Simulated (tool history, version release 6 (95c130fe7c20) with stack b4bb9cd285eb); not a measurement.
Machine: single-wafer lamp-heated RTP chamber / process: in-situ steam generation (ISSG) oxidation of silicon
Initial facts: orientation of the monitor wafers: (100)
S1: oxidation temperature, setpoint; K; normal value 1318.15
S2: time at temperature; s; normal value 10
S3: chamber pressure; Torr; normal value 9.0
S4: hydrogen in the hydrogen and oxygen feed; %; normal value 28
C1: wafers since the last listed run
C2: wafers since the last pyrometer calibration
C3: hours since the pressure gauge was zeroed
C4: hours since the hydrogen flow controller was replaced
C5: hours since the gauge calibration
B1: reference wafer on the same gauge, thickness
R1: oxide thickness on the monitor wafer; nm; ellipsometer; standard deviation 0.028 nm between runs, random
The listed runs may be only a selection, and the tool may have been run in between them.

run    hour       S1  S2    S3  S4    C1    C2      C3      C4      C5     B1     R1
  1     0.0  1318.15  10   9.0  28     0  5862  1546.5  5954.0  1942.6  4.250  5.055
  2    62.6  1318.15  10   9.0  28   929  6792  1609.1  6016.6  2005.2  4.261  5.077
       82.1  -- pyrometer window cleaned and pyrometer calibrated
  3   133.1  1318.15  10   9.0  28   927   757  1679.6  6087.1  2075.7  4.253  5.106
  4   196.0  1318.15   9   9.0  28   933  1691  1742.5  6150.0  2138.6  4.259  4.873
  5   246.9  1318.15   9   9.0  28   755  2447  1793.4  6200.9  2189.5  4.244  4.837
  6   282.6  1318.15  11   9.0  21   530  2977  1829.1  6236.6  2225.2  4.256  4.932
  7   328.5  1304.15  10  10.2  28   681  3658  1875.0  6282.5  2271.1  4.251  4.610
  8   377.8  1318.15  10   9.0  32   731  4390  1924.3  6331.8  2320.4  4.262  5.238
  9   433.2  1311.15   6   9.4  24   822  5213  1979.7  6387.2  2375.8  4.248  3.713
      454.6  -- hydrogen flow controller replaced
      620.2  -- pyrometer window cleaned and pyrometer calibrated
 10   645.6  1299.15  10   8.5  32  2916   377  2192.1   191.0  2588.2  4.257  4.911
 11   693.5  1318.15  10   9.5  28   711  1088  2240.0   238.9  2636.1  4.250  5.027
 12   744.5  1335.15   7   7.7  28   757  1845  2291.0   289.9  2687.1  4.248  4.669
 13   793.1  1318.15  10   9.0  28   721  2567  2339.6   338.5  2735.7  4.242  5.054
 14   852.6  1318.15  10   8.2  28   883  3450  2399.1   398.0  2795.2  4.260  5.131
 15   889.1  1299.15   8   8.4  28   541  3992  2435.6   434.5  2831.7  4.248  4.259
 16   941.3  1318.15  12   8.4  28   775  4767  2487.8   486.7  2883.9  4.256  5.623
      974.5  -- gauge calibrated
 17   980.6  1328.15  13   9.0  32   583  5351  2527.1   526.0     6.1  4.251  6.227
 18  1024.9  1318.15  10   9.0  28   657  6008  2571.4   570.3    50.4  4.262  5.088
     1077.8  -- pressure gauge zeroed
 19  1095.2  1331.15   7   9.0  28   924  6933    17.4   640.6   120.7  4.238  4.584
     1146.7  -- pyrometer window cleaned and pyrometer calibrated
 20  1147.2  1299.15   8  10.1  24   653     7    69.4   692.6   172.7  4.249  3.967
 21  1178.5  1318.15  13   9.0  32   464   472   100.7   723.9   204.0  4.245  5.931
 22  1250.0  1318.15  10   8.3  32  1061  1533   172.2   795.4   275.5  4.247  5.268
 23  1308.9  1318.15   8  10.1  28   874  2408   231.1   854.3   334.4  4.238  4.462
 24  1355.7  1318.15  10   9.0  28   694  3103   277.9   901.1   381.2  4.249  5.078
 25  1385.7  1318.15  10   8.1  28   445  3548   307.9   931.1   411.2  4.239  5.104
 26  1411.3  1318.15  10   9.0  28   380  3928   333.5   956.7   436.8  4.242  5.079
 27  1436.5  1318.15  10   9.9  28   374  4302   358.7   981.9   462.0  4.260  4.940
 28  1472.7  1318.15  12   8.0  20   537  4840   394.9  1018.1   498.2  4.248  5.140
 29  1539.1  1318.15  10   9.0  28   985  5826   461.3  1084.5   564.6  4.244  5.040
     1577.3  -- pyrometer window cleaned and pyrometer calibrated
 30  1609.5  1318.15  10   9.0  28   926   478   531.7  1154.9   635.0  4.258  5.049
 31  1638.4  1318.15  10   9.0  21   429   907   560.6  1183.8   663.9  4.249  4.682

What the log doesn't show, run by run:
true wafer temperature minus pyrometer reading, K: 0 on each run
true pressure minus gauge reading, Torr: 0 on each run
deviation of the hydrogen flow from its setpoint, %: 0 on each run
gauge reads high (%): 0 on each run
